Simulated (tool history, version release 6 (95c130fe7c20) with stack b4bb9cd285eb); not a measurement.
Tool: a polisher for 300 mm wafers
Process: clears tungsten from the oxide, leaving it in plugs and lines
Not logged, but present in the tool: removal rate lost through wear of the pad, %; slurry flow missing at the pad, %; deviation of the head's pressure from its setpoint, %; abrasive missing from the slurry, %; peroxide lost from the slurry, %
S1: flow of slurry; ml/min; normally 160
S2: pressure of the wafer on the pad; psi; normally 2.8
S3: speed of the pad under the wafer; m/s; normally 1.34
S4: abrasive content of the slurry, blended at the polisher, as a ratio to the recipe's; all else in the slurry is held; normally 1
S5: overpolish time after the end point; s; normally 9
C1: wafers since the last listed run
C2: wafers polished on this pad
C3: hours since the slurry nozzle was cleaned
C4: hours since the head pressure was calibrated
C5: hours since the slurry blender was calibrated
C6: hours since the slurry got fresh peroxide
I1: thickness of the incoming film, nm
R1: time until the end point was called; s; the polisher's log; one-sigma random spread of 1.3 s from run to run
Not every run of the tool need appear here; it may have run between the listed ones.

run,day,S1,S2,S3,S4,S5,C1,C2,C3,C4,C5,C6,I1,R1
1,0,160,2.8,1.34,1,9,0,984,388.4,244.9,46.5,26,394.6,73.3
# day 1.579: worn pad replaced by a new one
2,2.579,160,2.8,1.34,0.85,9,503,208,450.3,306.8,108.4,87.9,400,76.9
3,4.071,160,2.8,1.34,0.85,9,311,519,486.1,342.6,144.2,123.7,396.7,75.2
4,5.421,160,2.8,1.34,1,9,281,801,518.5,375,176.6,156.1,393.9,72.5
# day 6.108: slurry tank refilled with fresh slurry and peroxide
5,7.721,160,2.8,1.34,1,9,470,1272,573.7,430.2,231.8,38.7,403.6,77
# day 8.846: worn pad replaced by a new one
6,10.071,160,2.8,1.34,1,9,455,255,630.1,486.6,288.2,95.1,396,72.5
7,11.167,160,2.8,1.34,1,9,228,483,656.4,512.9,314.5,121.4,397.4,74.2
8,12.567,180,2.8,1.34,1,9,291,775,690,546.5,348.1,155,397.8,73.8
# day 12.825: slurry tank refilled with fresh slurry and peroxide
# day 13.383: head pressure recalibrated
9,15.454,135,2.8,1.34,1,9,576,1351,759.3,49.7,417.4,63.1,408,80.4
# day 16.371: worn pad replaced by a new one
# day 16.388: slurry blender recalibrated
10,16.554,175,2.8,1.34,1,9,191,35,785.7,76.1,4,89.5,398.5,74.6
# day 19.154: slurry tank refilled with fresh slurry and peroxide
11,19.342,160,2.8,1.66,1,9,572,607,852.6,143,70.9,4.5,402.3,62.9
# day 20.588: slurry nozzle cleaned
12,21.921,160,2.8,1.34,1,9,529,1136,32,204.9,132.8,66.4,405.4,73.2
# day 22.617: worn pad replaced by a new one
13,23.417,160,2.8,1.34,1,7,277,167,67.9,240.8,168.7,102.3,398.3,74.4
14,24.475,175,2.8,1.34,1,9,220,387,93.3,266.2,194.1,127.7,394.5,72.9
# day 25.117: slurry tank refilled with fresh slurry and peroxide
15,27.217,160,3.3,1.34,0.75,9,563,950,159.1,332,259.9,50.4,403.3,69.8
# day 28.742: worn pad replaced by a new one
16,29.908,160,3.1,1.34,1,9,526,243,223.7,396.6,324.5,115,398.1,67.9
17,32.508,160,2.8,1.34,1,9,542,785,286.1,459,386.9,177.4,396.1,71.2
# day 32.871: slurry tank refilled with fresh slurry and peroxide
18,33.975,160,2.8,1.72,1,9,297,1083,321.3,494.2,422.1,26.5,399.3,55.9

List, for all runs, the conditions of the tool that the log does not record:
removal rate lost through wear of the pad, %: 0 at every run
slurry flow missing at the pad, %: 0 at every run
abrasive missing from the slurry, %: 0 at every run
peroxide lost from the slurry, %: 0 at every run
H1: deviation of the head's pressure from its setpoint, %
run,H1
1,9.09
2,10.1
3,10.5
4,10.9
5,11.4
6,11.7
7,11.9
8,12
9,2.45
10,3.65
11,6.08
12,7.72
13,8.47
14,8.92
15,9.87
16,10.5
17,11
18,11.2

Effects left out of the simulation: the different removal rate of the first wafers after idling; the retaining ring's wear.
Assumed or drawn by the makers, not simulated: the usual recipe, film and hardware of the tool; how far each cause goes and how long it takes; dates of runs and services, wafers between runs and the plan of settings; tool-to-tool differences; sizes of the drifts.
